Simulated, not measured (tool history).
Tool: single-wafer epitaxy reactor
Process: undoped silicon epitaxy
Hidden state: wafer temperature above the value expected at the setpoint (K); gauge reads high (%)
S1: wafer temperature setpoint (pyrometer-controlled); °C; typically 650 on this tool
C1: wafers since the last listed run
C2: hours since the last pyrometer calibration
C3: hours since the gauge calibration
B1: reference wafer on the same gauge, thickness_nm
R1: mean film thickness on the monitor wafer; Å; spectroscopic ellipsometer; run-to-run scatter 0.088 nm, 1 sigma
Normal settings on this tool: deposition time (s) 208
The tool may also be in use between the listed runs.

{"run": 1, "day": 0.0, "S1": 650, "deposition time (s)": 208, "C1": 0, "C2": 2357.7, "C3": 128.9, "B1": 28.232, "R1": 273.02}
{"run": 2, "day": 0.433, "S1": 650, "deposition time (s)": 208, "C1": 82, "C2": 2368.1, "C3": 139.3, "B1": 28.205, "R1": 272.59}
{"run": 3, "day": 0.879, "S1": 650, "deposition time (s)": 208, "C1": 84, "C2": 2378.8, "C3": 150.0, "B1": 28.191, "R1": 272.69}
{"run": 4, "day": 1.3, "S1": 650, "deposition time (s)": 208, "C1": 79, "C2": 2388.9, "C3": 160.1, "B1": 28.185, "R1": 271.09}
{"run": 5, "day": 1.742, "S1": 650, "deposition time (s)": 208, "C1": 83, "C2": 2399.5, "C3": 170.7, "B1": 28.202, "R1": 272.42}
{"day": 1.779, "done": "gauge calibrated"}
{"run": 6, "day": 2.092, "S1": 650, "deposition time (s)": 208, "C1": 66, "C2": 2407.9, "C3": 7.5, "B1": 28.212, "R1": 272.63}
{"run": 7, "day": 2.529, "S1": 645, "deposition time (s)": 208, "C1": 83, "C2": 2418.4, "C3": 18.0, "B1": 28.218, "R1": 240.02}
{"run": 8, "day": 2.9, "S1": 645, "deposition time (s)": 208, "C1": 70, "C2": 2427.3, "C3": 26.9, "B1": 28.191, "R1": 240.28}
{"run": 9, "day": 3.171, "S1": 645, "deposition time (s)": 208, "C1": 51, "C2": 2433.8, "C3": 33.4, "B1": 28.218, "R1": 240.15}
{"run": 10, "day": 3.508, "S1": 650, "deposition time (s)": 208, "C1": 64, "C2": 2441.9, "C3": 41.5, "B1": 28.216, "R1": 272.62}
{"run": 11, "day": 3.833, "S1": 636, "deposition time (s)": 242, "C1": 61, "C2": 2449.7, "C3": 49.3, "B1": 28.182, "R1": 220.68}
{"run": 12, "day": 4.229, "S1": 650, "deposition time (s)": 208, "C1": 75, "C2": 2459.2, "C3": 58.8, "B1": 28.179, "R1": 273.1}
{"run": 13, "day": 4.712, "S1": 650, "deposition time (s)": 208, "C1": 91, "C2": 2470.8, "C3": 70.4, "B1": 28.214, "R1": 271.96}
{"run": 14, "day": 4.996, "S1": 645, "deposition time (s)": 182, "C1": 53, "C2": 2477.6, "C3": 77.2, "B1": 28.184, "R1": 209.37}
{"run": 15, "day": 5.696, "S1": 654, "deposition time (s)": 236, "C1": 132, "C2": 2494.4, "C3": 94.0, "B1": 28.217, "R1": 340.32}
{"day": 6.083, "done": "pyrometer calibrated"}
{"run": 16, "day": 6.15, "S1": 650, "deposition time (s)": 208, "C1": 22, "C2": 1.6, "C3": 104.9, "B1": 28.202, "R1": 325.2}
{"day": 7.883, "done": "gauge calibrated"}
{"run": 17, "day": 8.254, "S1": 645, "deposition time (s)": 247, "C1": 399, "C2": 52.1, "C3": 8.9, "B1": 28.205, "R1": 340.22}
{"run": 18, "day": 8.712, "S1": 639, "deposition time (s)": 229, "C1": 87, "C2": 63.1, "C3": 19.9, "B1": 28.219, "R1": 270.99}
{"run": 19, "day": 9.238, "S1": 650, "deposition time (s)": 208, "C1": 99, "C2": 75.7, "C3": 32.5, "B1": 28.171, "R1": 324.43}
{"run": 20, "day": 9.758, "S1": 640, "deposition time (s)": 189, "C1": 98, "C2": 88.2, "C3": 45.0, "B1": 28.222, "R1": 229.5}
{"run": 21, "day": 10.021, "S1": 644, "deposition time (s)": 197, "C1": 49, "C2": 94.5, "C3": 51.3, "B1": 28.195, "R1": 263.54}

Consider 3 possible next runs. They are alternatives, not a sequence: every one starts from the tool as it was left by run 21. What does each give?
{"run": "A", "day": 10.042, "S1": 650, "deposition time (s)": 208, "C1": 3, "C2": 95.0, "C3": 51.8, "B1": "?", "R1": "?"}
{"run": "B", "day": 10.042, "S1": 650, "deposition time (s)": 248, "C1": 3, "C2": 95.0, "C3": 51.8, "B1": "?", "R1": "?"}
{"run": "C", "day": 10.042, "S1": 638, "deposition time (s)": 196, "C1": 3, "C2": 95.0, "C3": 51.8, "B1": "?", "R1": "?"}

run=A B1=28.190 R1=324.21
run=B B1=28.190 R1=386.56
run=C B1=28.190 R1=225.83
What these runs would have given with no unlogged condition in the tool:
run=A R1=320.38
run=B R1=381.99
run=C R1=223.08

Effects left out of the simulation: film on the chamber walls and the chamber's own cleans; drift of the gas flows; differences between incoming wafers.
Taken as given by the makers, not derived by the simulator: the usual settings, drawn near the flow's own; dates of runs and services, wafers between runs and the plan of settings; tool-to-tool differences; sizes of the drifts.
